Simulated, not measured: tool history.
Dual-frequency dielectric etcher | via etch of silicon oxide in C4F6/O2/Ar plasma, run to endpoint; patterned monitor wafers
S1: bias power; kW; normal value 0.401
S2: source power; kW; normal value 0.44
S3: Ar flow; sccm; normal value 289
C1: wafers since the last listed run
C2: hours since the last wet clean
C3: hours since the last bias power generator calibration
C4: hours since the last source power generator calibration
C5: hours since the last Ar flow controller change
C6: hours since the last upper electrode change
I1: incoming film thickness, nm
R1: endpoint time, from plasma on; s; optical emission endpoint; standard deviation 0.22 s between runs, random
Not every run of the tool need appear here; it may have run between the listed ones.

| run | day | S1 | S2 | S3 | C1 | C2 | C3 | C4 | C5 | C6 | I1 | R1 |
|---|---|---|---|---|---|---|---|---|---|---|---|---|
| 1 | 0 | 0.401 | 0.44 | 289 | 0 | 124.4 | 2273.7 | 4273.8 | 3954.6 | 3782.3 | 143.1 | 33.3 |
| 2 | 0.504 | 0.401 | 0.44 | 241 | 217 | 136.5 | 2285.8 | 4285.9 | 3966.7 | 3794.4 | 142.4 | 32.4 |
| 3 | 0.792 | 0.401 | 0.44 | 289 | 124 | 143.4 | 2292.7 | 4292.8 | 3973.6 | 3801.3 | 142.8 | 33.6 |
| 4 | 1.092 | 0.401 | 0.44 | 289 | 129 | 150.6 | 2299.9 | 4300 | 3980.8 | 3808.5 | 141.3 | 33.3 |
| 5 | 1.358 | 0.329 | 0.44 | 289 | 115 | 157 | 2306.3 | 4306.4 | 3987.2 | 3814.9 | 142.6 | 35 |
| 6 | 2.025 | 0.329 | 0.44 | 289 | 287 | 173 | 2322.3 | 4322.4 | 4003.2 | 3830.9 | 143.6 | 35.2 |
| 7 | 2.492 | 0.329 | 0.44 | 289 | 201 | 184.2 | 2333.5 | 4333.6 | 4014.4 | 3842.1 | 143.1 | 35.5 |
| 8 | 3.071 | 0.401 | 0.49 | 272 | 250 | 198.1 | 2347.4 | 4347.5 | 4028.3 | 3856 | 143.9 | 32.3 |
|  | 3.804 | Ar flow controller replaced |
| 9 | 3.825 | 0.401 | 0.44 | 289 | 217 | 216.2 | 2365.5 | 4365.6 | 0.5 | 3874.1 | 143.9 | 33.9 |
| 10 | 4.492 | 0.401 | 0.44 | 336 | 287 | 232.2 | 2381.5 | 4381.6 | 16.5 | 3890.1 | 143.2 | 34.1 |
| 11 | 4.875 | 0.474 | 0.44 | 313 | 165 | 241.4 | 2390.7 | 4390.8 | 25.7 | 3899.3 | 142.8 | 32.6 |
|  | 5.054 | bias power generator calibrated |
| 12 | 5.35 | 0.401 | 0.44 | 233 | 133 | 252.8 | 7.1 | 4402.2 | 37.1 | 3910.7 | 142 | 33 |
| 13 | 5.721 | 0.401 | 0.44 | 233 | 160 | 261.7 | 16 | 4411.1 | 46 | 3919.6 | 142.6 | 33.1 |
| 14 | 6.238 | 0.401 | 0.44 | 289 | 223 | 274.1 | 28.4 | 4423.5 | 58.4 | 3932 | 143.7 | 34.1 |
| 15 | 6.5 | 0.36 | 0.36 | 263 | 113 | 280.4 | 34.7 | 4429.8 | 64.7 | 3938.3 | 143.3 | 37.5 |
|  | 7.546 | upper electrode replaced |
| 16 | 7.567 | 0.401 | 0.44 | 256 | 28 | 306 | 60.3 | 4455.4 | 90.3 | 0.5 | 142.3 | 33.6 |
| 17 | 7.658 | 0.462 | 0.38 | 289 | 39 | 308.2 | 62.5 | 4457.6 | 92.5 | 2.7 | 142.9 | 34.5 |
| 18 | 8.217 | 0.368 | 0.44 | 289 | 241 | 321.6 | 75.9 | 4471 | 105.9 | 16.1 | 143.4 | 35.6 |
|  | 8.571 | source power generator calibrated |
|  | 9.342 | wet clean of the chamber |
| 19 | 9.362 | 0.451 | 0.44 | 289 | 89 | 0.5 | 103.4 | 19 | 133.4 | 43.6 | 142.8 | 32 |
| 20 | 9.375 | 0.401 | 0.44 | 289 | 5 | 0.8 | 103.7 | 19.3 | 133.7 | 43.9 | 143.5 | 32.6 |
| 21 | 9.679 | 0.357 | 0.41 | 333 | 131 | 8.1 | 111 | 26.6 | 141 | 51.2 | 142.2 | 35.2 |
| 22 | 10.412 | 0.489 | 0.48 | 254 | 316 | 25.7 | 128.6 | 44.2 | 158.6 | 68.8 | 143.4 | 30 |
| 23 | 10.675 | 0.401 | 0.49 | 272 | 113 | 32 | 134.9 | 50.5 | 164.9 | 75.1 | 142.8 | 31.6 |
| 24 | 10.967 | 0.401 | 0.44 | 289 | 125 | 39 | 141.9 | 57.5 | 171.9 | 82.1 | 142.4 | 32.9 |
| 25 | 11.579 | 0.45 | 0.54 | 326 | 264 | 53.7 | 156.6 | 72.2 | 186.6 | 96.8 | 141.8 | 30.2 |
| 26 | 11.842 | 0.491 | 0.54 | 261 | 113 | 60 | 162.9 | 78.5 | 192.9 | 103.1 | 142.6 | 28.8 |

Branching from run 26: 4 alternative next runs. What would each branch give?
| A | 11.858 | 0.401 | 0.52 | 289 | 7 | 60.4 | 163.3 | 78.9 | 193.3 | 103.5 | 143.8 | ? |
| B | 11.858 | 0.401 | 0.44 | 340 | 7 | 60.4 | 163.3 | 78.9 | 193.3 | 103.5 | 143.8 | ? |
| C | 11.858 | 0.401 | 0.55 | 257 | 7 | 60.4 | 163.3 | 78.9 | 193.3 | 103.5 | 143.8 | ? |
| D | 11.858 | 0.366 | 0.49 | 289 | 7 | 60.4 | 163.3 | 78.9 | 193.3 | 103.5 | 143.8 | ? |

| run | R1 |
|---|---|
| A | 31.3 |
| B | 34 |
| C | 30.3 |
| D | 32.8 |
The same runs, with their run-to-run variation unchanged, on a tool lacking any hidden condition would have given:
| run | R1 |
|---|---|
| A | 31 |
| B | 33.7 |
| C | 30 |
| D | 32.5 |

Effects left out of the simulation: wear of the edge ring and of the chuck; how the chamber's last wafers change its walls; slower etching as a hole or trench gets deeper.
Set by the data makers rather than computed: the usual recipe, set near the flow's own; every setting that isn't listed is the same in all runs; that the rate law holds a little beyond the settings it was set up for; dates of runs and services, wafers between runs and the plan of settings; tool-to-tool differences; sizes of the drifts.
